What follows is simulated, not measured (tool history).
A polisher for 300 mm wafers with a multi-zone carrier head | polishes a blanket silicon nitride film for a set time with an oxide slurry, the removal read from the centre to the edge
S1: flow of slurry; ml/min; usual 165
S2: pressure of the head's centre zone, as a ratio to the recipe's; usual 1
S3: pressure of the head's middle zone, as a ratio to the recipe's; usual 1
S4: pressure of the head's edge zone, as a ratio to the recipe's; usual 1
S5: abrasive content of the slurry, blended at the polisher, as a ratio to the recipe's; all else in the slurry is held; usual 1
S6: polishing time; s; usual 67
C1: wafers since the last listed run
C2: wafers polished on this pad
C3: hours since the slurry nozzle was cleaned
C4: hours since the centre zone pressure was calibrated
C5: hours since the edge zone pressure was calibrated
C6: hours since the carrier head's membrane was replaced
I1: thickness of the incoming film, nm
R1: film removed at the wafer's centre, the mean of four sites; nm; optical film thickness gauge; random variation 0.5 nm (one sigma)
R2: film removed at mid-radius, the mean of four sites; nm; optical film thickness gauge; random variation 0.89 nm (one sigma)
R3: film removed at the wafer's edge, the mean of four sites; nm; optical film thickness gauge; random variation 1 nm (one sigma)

run 1 day=0 | S1=165 S2=1 S3=1 S4=1 S5=1 S6=67 | C1=0 C2=1117 C3=607.8 C4=951.5 C5=413.6 C6=670.1 | I1=287.3 | R1=75 R2=70.9 R3=70.4
-- day=0.817 slurry nozzle cleaned
run 2 day=1.358 | S1=165 S2=1 S3=1 S4=1 S5=1 S6=67 | C1=244 C2=1361 C3=13 C4=984.1 C5=446.2 C6=702.7 | I1=294.5 | R1=75.3 R2=68.9 R3=71.9
run 3 day=3.312 | S1=165 S2=1 S3=1 S4=0.93 S5=1 S6=73 | C1=363 C2=1724 C3=59.9 C4=1031 C5=493.1 C6=749.6 | I1=287.6 | R1=81.1 R2=75.1 R3=72.7
-- day=3.929 carrier head's membrane replaced by a new one
-- day=9.225 centre zone pressure recalibrated
run 4 day=11.167 | S1=165 S2=1 S3=1 S4=0.93 S5=1 S6=73 | C1=1405 C2=3129 C3=248.4 C4=46.6 C5=681.6 C6=173.7 | I1=291.5 | R1=74.7 R2=74.1 R3=73.7
-- day=11.383 worn pad replaced by a new one
run 5 day=12.688 | S1=165 S2=1 S3=1 S4=0.93 S5=1 S6=73 | C1=251 C2=241 C3=284.9 C4=83.1 C5=718.1 C6=210.2 | I1=284.4 | R1=76.4 R2=77.2 R3=73.5
-- day=12.792 edge zone pressure recalibrated
run 6 day=15.496 | S1=165 S2=1 S3=1.08 S4=1 S5=1 S6=67 | C1=506 C2=748 C3=352.3 C4=150.5 C5=64.9 C6=277.6 | I1=292.8 | R1=70.5 R2=74.1 R3=70.3
run 7 day=17.962 | S1=165 S2=1 S3=1 S4=1 S5=1 S6=67 | C1=458 C2=1206 C3=411.5 C4=209.7 C5=124.1 C6=336.8 | I1=286.9 | R1=71.1 R2=70.6 R3=69
run 8 day=20.329 | S1=205 S2=0.94 S3=0.91 S4=1 S5=1 S6=67 | C1=439 C2=1646 C3=468.3 C4=266.5 C5=180.9 C6=393.6 | I1=289.8 | R1=70.1 R2=69.2 R3=71.8
run 9 day=21.696 | S1=165 S2=1.1 S3=1.06 S4=1 S5=1 S6=67 | C1=253 C2=1900 C3=501.1 C4=299.3 C5=213.7 C6=426.4 | I1=284.1 | R1=77.2 R2=71 R3=69.1
run 10 day=24.438 | S1=165 S2=1 S3=1 S4=1 S5=0.75 S6=67 | C1=509 C2=2409 C3=566.9 C4=365.1 C5=279.5 C6=492.2 | I1=291.6 | R1=53.8 R2=53.9 R3=53.6
run 11 day=26.183 | S1=120 S2=1 S3=1.06 S4=1 S5=1 S6=77 | C1=324 C2=2733 C3=608.8 C4=407 C5=321.4 C6=534.1 | I1=291.3 | R1=76.5 R2=77.4 R3=76.1
-- day=27.771 worn pad replaced by a new one
-- day=28.821 slurry nozzle cleaned
run 12 day=28.983 | S1=165 S2=1 S3=1 S4=1 S5=1 S6=67 | C1=481 C2=217 C3=3.9 C4=474.2 C5=388.6 C6=601.3 | I1=292 | R1=71.6 R2=69.4 R3=70.1
run 13 day=31.404 | S1=165 S2=1 S3=1 S4=1 S5=1 S6=67 | C1=449 C2=667 C3=62 C4=532.3 C5=446.7 C6=659.4 | I1=287.5 | R1=72.3 R2=70 R3=67.8
run 14 day=33.808 | S1=165 S2=1 S3=1 S4=1 S5=1 S6=85 | C1=446 C2=1113 C3=119.7 C4=590 C5=504.4 C6=717.1 | I1=294.9 | R1=93.6 R2=90.4 R3=88.9
run 15 day=35.017 | S1=165 S2=0.93 S3=1.05 S4=1 S5=1.2 S6=67 | C1=224 C2=1338 C3=148.7 C4=619 C5=533.4 C6=746.1 | I1=288.9 | R1=78.2 R2=82.3 R3=77.5
-- day=36.317 carrier head's membrane replaced by a new one
run 16 day=36.454 | S1=165 S2=1 S3=1 S4=1 S5=1 S6=67 | C1=228 C2=1566 C3=183.2 C4=653.5 C5=567.9 C6=3.3 | I1=290.1 | R1=74.3 R2=70.3 R3=68.6
-- day=38.738 edge zone pressure recalibrated
run 17 day=39.346 | S1=165 S2=0.9 S3=1 S4=0.91 S5=0.9 S6=84 | C1=521 C2=2088 C3=252.6 C4=722.9 C5=14.6 C6=72.7 | I1=287.2 | R1=78.7 R2=83.2 R3=77.5
run 18 day=40.554 | S1=145 S2=1 S3=1 S4=1 S5=1 S6=67 | C1=224 C2=2312 C3=281.6 C4=751.9 C5=43.6 C6=101.7 | I1=287.8 | R1=72.1 R2=68.6 R3=67.8
run 19 day=41.954 | S1=165 S2=0.93 S3=0.97 S4=1 S5=0.7 S6=67 | C1=260 C2=2572 C3=315.2 C4=785.5 C5=77.2 C6=135.3 | I1=293.6 | R1=47.8 R2=47.9 R3=49.6
-- day=44.288 worn pad replaced by a new one
run 20 day=44.317 | S1=165 S2=1 S3=1 S4=0.95 S5=1 S6=74 | C1=407 C2=5 C3=371.9 C4=842.2 C5=133.9 C6=192 | I1=290.3 | R1=81.6 R2=76.7 R3=75.3
run 21 day=46.804 | S1=210 S2=1 S3=1.05 S4=1 S5=1 S6=67 | C1=462 C2=467 C3=431.6 C4=901.9 C5=193.6 C6=251.7 | I1=295.2 | R1=77.9 R2=73.7 R3=69.6
run 22 day=49.279 | S1=165 S2=1 S3=1 S4=1 S5=1 S6=67 | C1=459 C2=927 C3=491 C4=961.3 C5=253 C6=311.1 | I1=290.4 | R1=74.1 R2=69.3 R3=70.7

The tool's hidden state at each run:
removal rate lost through wear of the pad, %: 0 in every run
slurry flow missing at the pad, %: 0 in every run
deviation of the edge zone's pressure from its setpoint, %: 0 in every run
H1: deviation of the centre zone's pressure from its setpoint, %
run=1 H1=11.9
run=2 H1=12
run=3 H1=12.2
run=4 H1=1.38
run=5 H1=2.3
run=6 H1=3.81
run=7 H1=4.96
run=8 H1=5.92
run=9 H1=6.42
run=10 H1=7.31
run=11 H1=7.81
run=12 H1=8.52
run=13 H1=9.05
run=14 H1=9.51
run=15 H1=9.72
run=16 H1=9.95
run=17 H1=10.4
run=18 H1=10.5
run=19 H1=10.7
run=20 H1=10.9
run=21 H1=11.2
run=22 H1=11.4
